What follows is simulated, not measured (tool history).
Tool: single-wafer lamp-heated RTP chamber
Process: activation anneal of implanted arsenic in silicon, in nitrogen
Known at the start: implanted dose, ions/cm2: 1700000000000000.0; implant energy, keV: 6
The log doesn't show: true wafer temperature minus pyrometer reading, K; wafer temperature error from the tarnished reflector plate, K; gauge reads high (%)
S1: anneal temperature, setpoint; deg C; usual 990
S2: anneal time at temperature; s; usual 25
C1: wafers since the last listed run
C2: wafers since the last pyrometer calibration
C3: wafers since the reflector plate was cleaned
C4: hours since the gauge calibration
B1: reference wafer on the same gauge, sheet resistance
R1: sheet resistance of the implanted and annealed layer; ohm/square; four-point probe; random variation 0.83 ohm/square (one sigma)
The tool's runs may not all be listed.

Run 1, hour 0.0: usual settings; C1 0; C2 142; C3 8535; C4 216.7; B1 164.90. Result: R1 138.69 ohm/square.
Run 2, hour 22.8: usual settings; C1 447; C2 589; C3 8982; C4 239.5; B1 165.33. Result: R1 139.27 ohm/square.
Run 3, hour 41.6: usual settings; C1 368; C2 958; C3 9351; C4 258.3; B1 164.93. Result: R1 139.01 ohm/square.
At hour 63.9: gauge calibrated.
Run 4, hour 77.7: usual settings; C1 707; C2 1666; C3 10059; C4 13.8; B1 164.93. Result: R1 139.66 ohm/square.
Run 5, hour 147.2: usual settings; C1 1362; C2 3029; C3 11422; C4 83.3; B1 165.00. Result: R1 139.57 ohm/square.
Run 6, hour 180.3: usual settings; C1 649; C2 3678; C3 12071; C4 116.4; B1 164.49. Result: R1 136.96 ohm/square.
Run 7, hour 197.0: usual settings but S1 984 deg C, S2 20 s; C1 327; C2 4005; C3 12399; C4 133.1; B1 165.17. Result: R1 153.66 ohm/square.
Run 8, hour 213.3: usual settings but S1 984 deg C, S2 20 s; C1 319; C2 4325; C3 12718; C4 149.4; B1 164.67. Result: R1 152.82 ohm/square.
At hour 226.0: pyrometer window cleaned and pyrometer calibrated.
Run 9, hour 235.2: usual settings; C1 272; C2 179; C3 12991; C4 171.3; B1 165.24. Result: R1 136.38 ohm/square.
At hour 252.4: reflector plate cleaned.
Run 10, hour 252.9: usual settings; C1 190; C2 369; C3 10; C4 189.0; B1 165.25. Result: R1 147.65 ohm/square.
Run 11, hour 267.4: usual settings but S1 981 deg C, S2 38 s; C1 284; C2 654; C3 294; C4 203.5; B1 165.09. Result: R1 141.84 ohm/square.
Run 12, hour 297.4: usual settings; C1 588; C2 1242; C3 882; C4 233.5; B1 165.13. Result: R1 146.32 ohm/square.
Run 13, hour 310.1: usual settings but S1 965 deg C, S2 14 s; C1 249; C2 1491; C3 1131; C4 246.2; B1 165.02. Result: R1 201.00 ohm/square.
Run 14, hour 330.5: usual settings but S1 1018 deg C, S2 35 s; C1 400; C2 1891; C3 1531; C4 266.6; B1 165.52. Result: R1 105.45 ohm/square.
Run 15, hour 379.5: usual settings but S1 980 deg C, S2 39 s; C1 960; C2 2852; C3 2492; C4 315.6; B1 164.92. Result: R1 138.83 ohm/square.
At hour 394.8: gauge calibrated.
Run 16, hour 402.1: usual settings but S1 999 deg C, S2 33 s; C1 443; C2 3295; C3 2936; C4 7.3; B1 164.74. Result: R1 124.65 ohm/square.
Run 17, hour 434.6: usual settings; C1 637; C2 3933; C3 3573; C4 39.8; B1 165.35. Result: R1 144.76 ohm/square.
At hour 493.5: pyrometer window cleaned and pyrometer calibrated.
Run 18, hour 526.2: usual settings but S1 982 deg C; C1 1639; C2 640; C3 5212; C4 131.4; B1 164.99. Result: R1 152.60 ohm/square.

Forecast each of these 5 alternatives for the next run:
Run A, hour 526.6: usual settings; C1 7; C2 648; C3 5220; C4 131.8; B1 ?. Result: R1 ?.
Run B, hour 526.6: usual settings but S1 1018 deg C, S2 29 s; C1 7; C2 648; C3 5220; C4 131.8; B1 ?. Result: R1 ?.
Run C, hour 526.6: usual settings but S1 969 deg C, S2 31 s; C1 7; C2 648; C3 5220; C4 131.8; B1 ?. Result: R1 ?.
Run D, hour 526.6: usual settings but S1 1009 deg C, S2 30 s; C1 7; C2 648; C3 5220; C4 131.8; B1 ?. Result: R1 ?.
Run E, hour 526.6: usual settings but S1 1003 deg C, S2 12 s; C1 7; C2 648; C3 5220; C4 131.8; B1 ?. Result: R1 ?.

run      B1      R1
  A  165.20  143.90
  B  165.20  109.20
  C  165.20  161.64
  D  165.20  116.21
  E  165.20  157.58
Without the tool's hidden state the same runs would have given:
run      R1
  A  148.13
  B  112.19
  C  166.12
  D  119.65
  E  161.59
